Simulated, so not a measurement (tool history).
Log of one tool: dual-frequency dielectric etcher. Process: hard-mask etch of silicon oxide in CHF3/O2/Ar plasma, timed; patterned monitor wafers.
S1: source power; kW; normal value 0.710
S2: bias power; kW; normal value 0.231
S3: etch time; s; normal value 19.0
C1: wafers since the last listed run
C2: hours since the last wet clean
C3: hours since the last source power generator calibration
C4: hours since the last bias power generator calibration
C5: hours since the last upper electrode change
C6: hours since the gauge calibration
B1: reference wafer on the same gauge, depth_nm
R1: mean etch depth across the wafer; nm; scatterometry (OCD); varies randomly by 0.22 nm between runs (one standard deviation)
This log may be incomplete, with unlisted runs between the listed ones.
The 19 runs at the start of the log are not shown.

Run 20, hour 1225.4: usual settings but S2 0.249 kW; C1 1097; C2 330.9; C3 1086.8; C4 768.9; C5 833.1; C6 415.3; B1 50.95. Result: R1 44.05 nm.
Run 21, hour 1276.9: usual settings but S1 0.610 kW, S2 0.205 kW, S3 17.5 s; C1 975; C2 382.4; C3 1138.3; C4 820.4; C5 884.6; C6 466.8; B1 50.97. Result: R1 36.89 nm.
Run 22, hour 1309.1: usual settings but S3 21.0 s; C1 610; C2 414.6; C3 1170.5; C4 852.6; C5 916.8; C6 499.0; B1 50.85. Result: R1 48.17 nm.
At hour 1392.1: wet clean of the chamber.
Run 23, hour 1392.6: usual settings but S1 0.620 kW, S2 0.212 kW, S3 16.5 s; C1 1127; C2 0.5; C3 1254.0; C4 936.1; C5 1000.3; C6 582.5; B1 50.85. Result: R1 35.33 nm.
Run 24, hour 1444.6: usual settings; C1 985; C2 52.5; C3 1306.0; C4 988.1; C5 1052.3; C6 634.5; B1 50.62. Result: R1 42.90 nm.
Run 25, hour 1506.1: usual settings; C1 1165; C2 114.0; C3 1367.5; C4 1049.6; C5 1113.8; C6 696.0; B1 50.49. Result: R1 42.86 nm.
Run 26, hour 1550.5: usual settings but S2 0.178 kW, S3 17.0 s; C1 841; C2 158.4; C3 1411.9; C4 1094.0; C5 1158.2; C6 740.4; B1 50.45. Result: R1 35.79 nm.
Run 27, hour 1575.7: usual settings but S1 0.610 kW, S2 0.266 kW, S3 15.5 s; C1 477; C2 183.6; C3 1437.1; C4 1119.2; C5 1183.4; C6 765.6; B1 50.41. Result: R1 34.40 nm.
Run 28, hour 1638.9: usual settings but S1 0.820 kW, S2 0.272 kW, S3 16.5 s; C1 1197; C2 246.8; C3 1500.3; C4 1182.4; C5 1246.6; C6 828.8; B1 50.47. Result: R1 40.86 nm.
Run 29, hour 1704.4: usual settings but S2 0.257 kW; C1 1241; C2 312.3; C3 1565.8; C4 1247.9; C5 1312.1; C6 894.3; B1 50.28. Result: R1 43.94 nm.
Run 30, hour 1736.8: usual settings but S1 0.620 kW, S3 21.5 s; C1 613; C2 344.7; C3 1598.2; C4 1280.3; C5 1344.5; C6 926.7; B1 50.07. Result: R1 45.74 nm.

Branching from run 30: 3 alternative next runs. What would each branch give?
Run A, hour 1737.2: usual settings but S1 0.660 kW; C1 7; C2 345.1; C3 1598.6; C4 1280.7; C5 1344.9; C6 927.1; B1 ?. Result: R1 ?.
Run B, hour 1737.2: usual settings but S2 0.250 kW, S3 16.5 s; C1 7; C2 345.1; C3 1598.6; C4 1280.7; C5 1344.9; C6 927.1; B1 ?. Result: R1 ?.
Run C, hour 1737.2: usual settings but S1 0.610 kW, S2 0.249 kW; C1 7; C2 345.1; C3 1598.6; C4 1280.7; C5 1344.9; C6 927.1; B1 ?. Result: R1 ?.

run     B1     R1
  A  50.25  41.71
  B  50.25  37.93
  C  50.25  41.49
Stripped of hidden state, with their random variation kept, the same runs would have yielded:
run     R1
  A  42.89
  B  39.00
  C  42.66
